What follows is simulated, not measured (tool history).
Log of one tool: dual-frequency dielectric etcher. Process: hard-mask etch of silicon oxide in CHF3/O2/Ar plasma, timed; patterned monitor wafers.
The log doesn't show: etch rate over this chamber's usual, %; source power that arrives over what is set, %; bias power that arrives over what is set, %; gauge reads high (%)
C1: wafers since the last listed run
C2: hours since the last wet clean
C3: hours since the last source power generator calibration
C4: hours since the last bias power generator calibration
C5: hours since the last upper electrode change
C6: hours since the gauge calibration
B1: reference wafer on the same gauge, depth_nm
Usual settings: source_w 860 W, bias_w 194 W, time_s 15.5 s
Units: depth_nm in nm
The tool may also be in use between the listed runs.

{"run": 1, "hour": 0.0, "source_w": 860, "bias_w": 194, "time_s": 15.5, "C1": 0, "C2": 31.7, "C3": 1860, "C4": 2131.7, "C5": 5025.2, "C6": 1319.9, "B1": 30.32, "depth_nm": 33.44}
{"run": 2, "hour": 40.9, "source_w": 860, "bias_w": 194, "time_s": 15.5, "C1": 454, "C2": 72.6, "C3": 1900.9, "C4": 2172.6, "C5": 5066.1, "C6": 1360.8, "B1": 30.3, "depth_nm": 33.54}
{"run": 3, "hour": 85.7, "source_w": 860, "bias_w": 194, "time_s": 15.5, "C1": 498, "C2": 117.4, "C3": 1945.7, "C4": 2217.4, "C5": 5110.9, "C6": 1405.6, "B1": 30.3, "depth_nm": 33.73}
{"run": 4, "hour": 138.9, "source_w": 860, "bias_w": 194, "time_s": 15.5, "C1": 591, "C2": 170.6, "C3": 1998.9, "C4": 2270.6, "C5": 5164.1, "C6": 1458.8, "B1": 30.29, "depth_nm": 33.8}
{"run": 5, "hour": 330.8, "source_w": 860, "bias_w": 194, "time_s": 15.5, "C1": 2134, "C2": 362.5, "C3": 2190.8, "C4": 2462.5, "C5": 5356, "C6": 1650.7, "B1": 30.31, "depth_nm": 34.25}
{"hour": 370.8, "done": "wet clean of the chamber"}
{"hour": 412.8, "done": "upper electrode replaced"}
{"run": 6, "hour": 413.3, "source_w": 860, "bias_w": 194, "time_s": 15.5, "C1": 383, "C2": 42.5, "C3": 2273.3, "C4": 2545, "C5": 0.5, "C6": 1733.2, "B1": 30.3, "depth_nm": 33.7}
{"run": 7, "hour": 446.6, "source_w": 860, "bias_w": 194, "time_s": 15.5, "C1": 370, "C2": 75.8, "C3": 2306.6, "C4": 2578.3, "C5": 33.8, "C6": 1766.5, "B1": 30.3, "depth_nm": 33.73}
{"run": 8, "hour": 512.5, "source_w": 860, "bias_w": 194, "time_s": 15.5, "C1": 732, "C2": 141.7, "C3": 2372.5, "C4": 2644.2, "C5": 99.7, "C6": 1832.4, "B1": 30.28, "depth_nm": 33.76}
{"run": 9, "hour": 561.3, "source_w": 860, "bias_w": 194, "time_s": 15.5, "C1": 542, "C2": 190.5, "C3": 2421.3, "C4": 2693, "C5": 148.5, "C6": 1881.2, "B1": 30.32, "depth_nm": 33.92}
{"run": 10, "hour": 618.4, "source_w": 860, "bias_w": 194, "time_s": 15.5, "C1": 635, "C2": 247.6, "C3": 2478.4, "C4": 2750.1, "C5": 205.6, "C6": 1938.3, "B1": 30.34, "depth_nm": 34.25}
{"hour": 659.3, "done": "gauge calibrated"}
{"run": 11, "hour": 679.2, "source_w": 860, "bias_w": 194, "time_s": 15.5, "C1": 676, "C2": 308.4, "C3": 2539.2, "C4": 2810.9, "C5": 266.4, "C6": 19.9, "B1": 30.29, "depth_nm": 34.42}
{"hour": 714.2, "done": "bias power generator calibrated"}
{"hour": 718.4, "done": "wet clean of the chamber"}
{"run": 12, "hour": 762.6, "source_w": 730, "bias_w": 194, "time_s": 15.5, "C1": 835, "C2": 44.2, "C3": 2622.6, "C4": 48.4, "C5": 349.8, "C6": 103.3, "B1": 30.31, "depth_nm": 31.79}
{"hour": 785.9, "done": "source power generator calibrated"}
{"run": 13, "hour": 801.4, "source_w": 1080, "bias_w": 235, "time_s": 17.5, "C1": 387, "C2": 83, "C3": 15.5, "C4": 87.2, "C5": 388.6, "C6": 142.1, "B1": 30.35, "depth_nm": 43.27}
{"run": 14, "hour": 867.2, "source_w": 860, "bias_w": 194, "time_s": 15.5, "C1": 731, "C2": 148.8, "C3": 81.3, "C4": 153, "C5": 454.4, "C6": 207.9, "B1": 30.32, "depth_nm": 33.52}
{"run": 15, "hour": 900.6, "source_w": 710, "bias_w": 212, "time_s": 17.5, "C1": 371, "C2": 182.2, "C3": 114.7, "C4": 186.4, "C5": 487.8, "C6": 241.3, "B1": 30.29, "depth_nm": 36.1}
{"run": 16, "hour": 935.7, "source_w": 860, "bias_w": 194, "time_s": 15.5, "C1": 390, "C2": 217.3, "C3": 149.8, "C4": 221.5, "C5": 522.9, "C6": 276.4, "B1": 30.27, "depth_nm": 33.52}
{"run": 17, "hour": 960.1, "source_w": 710, "bias_w": 194, "time_s": 13.5, "C1": 271, "C2": 241.7, "C3": 174.2, "C4": 245.9, "C5": 547.3, "C6": 300.8, "B1": 30.3, "depth_nm": 27.15}
{"run": 18, "hour": 1010.5, "source_w": 860, "bias_w": 194, "time_s": 12.5, "C1": 560, "C2": 292.1, "C3": 224.6, "C4": 296.3, "C5": 597.7, "C6": 351.2, "B1": 30.3, "depth_nm": 27.21}
{"run": 19, "hour": 1068.4, "source_w": 860, "bias_w": 194, "time_s": 15.5, "C1": 643, "C2": 350, "C3": 282.5, "C4": 354.2, "C5": 655.6, "C6": 409.1, "B1": 30.29, "depth_nm": 33.87}
{"hour": 1145.2, "done": "wet clean of the chamber"}
{"run": 20, "hour": 1227.5, "source_w": 860, "bias_w": 194, "time_s": 15.5, "C1": 1502, "C2": 82.3, "C3": 441.6, "C4": 513.3, "C5": 814.7, "C6": 568.2, "B1": 30.32, "depth_nm": 33.24}
{"run": 21, "hour": 1285.9, "source_w": 860, "bias_w": 194, "time_s": 15.5, "C1": 649, "C2": 140.7, "C3": 500, "C4": 571.7, "C5": 873.1, "C6": 626.6, "B1": 30.28, "depth_nm": 33.36}
{"run": 22, "hour": 1315.8, "source_w": 1060, "bias_w": 217, "time_s": 17.5, "C1": 332, "C2": 170.6, "C3": 529.9, "C4": 601.6, "C5": 903, "C6": 656.5, "B1": 30.29, "depth_nm": 42.25}
{"run": 23, "hour": 1368.9, "source_w": 740, "bias_w": 194, "time_s": 15.5, "C1": 590, "C2": 223.7, "C3": 583, "C4": 654.7, "C5": 956.1, "C6": 709.6, "B1": 30.3, "depth_nm": 31.81}
{"run": 24, "hour": 1432.2, "source_w": 800, "bias_w": 231, "time_s": 15.5, "C1": 704, "C2": 287, "C3": 646.3, "C4": 718, "C5": 1019.4, "C6": 772.9, "B1": 30.32, "depth_nm": 34.66}
{"run": 25, "hour": 1500.6, "source_w": 800, "bias_w": 231, "time_s": 15.5, "C1": 760, "C2": 355.4, "C3": 714.7, "C4": 786.4, "C5": 1087.8, "C6": 841.3, "B1": 30.29, "depth_nm": 34.55}
{"hour": 1614.8, "done": "wet clean of the chamber"}
{"run": 26, "hour": 1679.6, "source_w": 670, "bias_w": 176, "time_s": 15.5, "C1": 1723, "C2": 64.8, "C3": 893.7, "C4": 965.4, "C5": 1266.8, "C6": 1020.3, "B1": 30.3, "depth_nm": 29.42}
{"run": 27, "hour": 1742.9, "source_w": 860, "bias_w": 211, "time_s": 18, "C1": 704, "C2": 128.1, "C3": 957, "C4": 1028.7, "C5": 1330.1, "C6": 1083.6, "B1": 30.28, "depth_nm": 39.89}
{"run": 28, "hour": 1772.1, "source_w": 670, "bias_w": 194, "time_s": 15.5, "C1": 324, "C2": 157.3, "C3": 986.2, "C4": 1057.9, "C5": 1359.3, "C6": 1112.8, "B1": 30.28, "depth_nm": 30.59}
{"run": 29, "hour": 1803.6, "source_w": 660, "bias_w": 208, "time_s": 19, "C1": 350, "C2": 188.8, "C3": 1017.7, "C4": 1089.4, "C5": 1390.8, "C6": 1144.3, "B1": 30.25, "depth_nm": 38.11}

4 ways to go on from here, each from the tool as it stands after run 29. What would each give?
{"run": "A", "hour": 1804.0, "source_w": 860, "bias_w": 194, "time_s": 15.5, "C1": 4, "C2": 189.2, "C3": 1018.1, "C4": 1089.8, "C5": 1391.2, "C6": 1144.7, "B1": "?", "depth_nm": "?"}
{"run": "B", "hour": 1804.0, "source_w": 640, "bias_w": 164, "time_s": 11.5, "C1": 4, "C2": 189.2, "C3": 1018.1, "C4": 1089.8, "C5": 1391.2, "C6": 1144.7, "B1": "?", "depth_nm": "?"}
{"run": "C", "hour": 1804.0, "source_w": 930, "bias_w": 194, "time_s": 14.5, "C1": 4, "C2": 189.2, "C3": 1018.1, "C4": 1089.8, "C5": 1391.2, "C6": 1144.7, "B1": "?", "depth_nm": "?"}
{"run": "D", "hour": 1804.0, "source_w": 750, "bias_w": 216, "time_s": 13.5, "C1": 4, "C2": 189.2, "C3": 1018.1, "C4": 1089.8, "C5": 1391.2, "C6": 1144.7, "B1": "?", "depth_nm": "?"}

run=A B1=30.3 depth_nm=33.63
run=B B1=30.3 depth_nm=21.22
run=C B1=30.3 depth_nm=32.42
run=D B1=30.3 depth_nm=28.7
Without the tool's hidden state the same runs would have given:
run=A depth_nm=33.1
run=B depth_nm=20.88
run=C depth_nm=31.91
run=D depth_nm=28.25
